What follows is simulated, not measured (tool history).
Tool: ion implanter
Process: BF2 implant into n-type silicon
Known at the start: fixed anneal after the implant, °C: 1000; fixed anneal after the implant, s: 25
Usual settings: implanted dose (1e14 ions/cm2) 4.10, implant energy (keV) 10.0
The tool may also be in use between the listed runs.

run,hour,implanted dose (1e14 ions/cm2),implant energy (keV),wafers since the last listed run,hours since the last dose calibration,hours since the extraction supply was calibrated,hours since the gauge calibration,"read-back reference wafer on the same gauge, sheet resistance",sheet resistance of the implanted and annealed layer (ohm/square)
1,0.0,4.10,10.0,0,490.4,3314.4,440.1,329.54,338.71
2,59.8,3.73,11.0,1160,550.2,3374.2,499.9,328.15,345.78
3,85.8,4.10,10.0,504,576.2,3400.2,525.9,328.44,338.35
4,98.2,3.49,10.0,240,588.6,3412.6,538.3,329.22,371.69
5,124.5,3.49,10.0,510,614.9,3438.9,564.6,329.26,370.09
6,156.8,3.49,10.0,627,647.2,3471.2,596.9,329.03,369.53
7,177.5,4.10,10.0,401,667.9,3491.9,617.6,328.57,334.88
8,198.4,4.10,10.0,405,688.8,3512.8,638.5,328.97,335.18
9,219.7,4.10,10.0,413,710.1,3534.1,659.8,328.78,333.44
10,232.2,4.10,10.0,242,722.6,3546.6,672.3,328.68,333.68
11,244.2,4.10,10.0,232,734.6,3558.6,684.3,328.40,332.51
12,272.1,4.10,10.0,541,762.5,3586.5,712.2,328.96,333.33
# hour 313.0: Faraday cup replaced and dose calibrated
13,329.5,4.10,10.0,959,16.5,3643.9,769.6,328.79,339.89
14,356.3,4.10,10.0,520,43.3,3670.7,796.4,327.85,339.09
15,376.3,4.10,12.0,388,63.3,3690.7,816.4,329.27,321.31
16,408.3,4.10,10.0,621,95.3,3722.7,848.4,329.07,340.51
# hour 423.0: gauge calibrated
17,434.1,4.10,10.0,500,121.1,3748.5,11.1,329.84,340.22
18,461.3,5.10,12.5,528,148.3,3775.7,38.3,328.72,280.94
19,566.7,4.10,10.0,2046,253.7,3881.1,143.7,328.79,337.82
20,586.0,4.51,11.0,374,273.0,3900.4,163.0,329.97,311.96
21,617.2,4.82,13.0,605,304.2,3931.6,194.2,328.67,284.52
22,641.5,3.42,6.5,471,328.5,3955.9,218.5,328.87,431.96
23,654.4,4.48,11.5,250,341.4,3968.8,231.4,328.77,305.05
24,682.8,4.10,10.0,551,369.8,3997.2,259.8,329.23,338.24
25,709.0,4.98,12.0,508,396.0,4023.4,286.0,328.65,284.22
# hour 743.6: extraction supply calibrated
26,744.1,4.84,10.0,526,431.1,0.5,321.1,328.99,305.45
27,755.5,3.26,12.0,221,442.5,11.9,332.5,327.90,372.27
28,771.6,4.56,13.0,312,458.6,28.0,348.6,329.26,293.87
29,798.9,4.10,10.0,529,485.9,55.3,375.9,327.91,335.14
30,832.4,4.96,8.0,650,519.4,88.8,409.4,330.15,325.30
31,849.4,3.03,8.0,330,536.4,105.8,426.4,329.01,435.95
32,869.6,4.10,12.5,392,556.6,126.0,446.6,327.92,317.22
33,885.5,4.10,10.0,308,572.5,141.9,462.5,329.61,333.92
34,903.9,3.26,13.0,357,590.9,160.3,480.9,329.06,360.75
35,937.6,3.62,12.5,654,624.6,194.0,514.6,329.23,337.29
36,960.8,4.56,13.0,450,647.8,217.2,537.8,329.28,292.67
37,979.2,4.68,8.5,357,666.2,235.6,556.2,329.30,324.35
38,1001.1,4.47,13.5,425,688.1,257.5,578.1,328.24,291.49

Hidden state or all else? Some run-to-run changes of sheet resistance of the implanted and annealed layer (ohm/square), split into what the settings, what came in and random variation would give without the hidden state, and what is left for the hidden state (with any gauge scatter that isn't in both results):
The hidden state here: deviation of the true dose from the Faraday cup's reading, %; deviation of the true energy from its setpoint, %; gauge reads high (%).
Run 12 -> 13: Faraday cup replaced and dose calibrated. sheet resistance of the implanted and annealed layer (ohm/square) +6.56: hidden state +6.20, all else +0.36.
Run 21 -> 22: implanted dose (1e14 ions/cm2) 4.82 -> 3.42, implant energy (keV) 13.0 -> 6.5. sheet resistance of the implanted and annealed layer (ohm/square) +147.44: hidden state -3.05, all else +150.49.
Run 22 -> 23: implanted dose (1e14 ions/cm2) 3.42 -> 4.48, implant energy (keV) 6.5 -> 11.5. sheet resistance of the implanted and annealed layer (ohm/square) -126.91: hidden state +2.31, all else -129.22.
Run 30 -> 31: implanted dose (1e14 ions/cm2) 4.96 -> 3.03. sheet resistance of the implanted and annealed layer (ohm/square) +110.65: hidden state -4.67, all else +115.32.
Run 31 -> 32: implanted dose (1e14 ions/cm2) 3.03 -> 4.10, implant energy (keV) 8.0 -> 12.5. sheet resistance of the implanted and annealed layer (ohm/square) -118.73: hidden state +3.35, all else -122.08.

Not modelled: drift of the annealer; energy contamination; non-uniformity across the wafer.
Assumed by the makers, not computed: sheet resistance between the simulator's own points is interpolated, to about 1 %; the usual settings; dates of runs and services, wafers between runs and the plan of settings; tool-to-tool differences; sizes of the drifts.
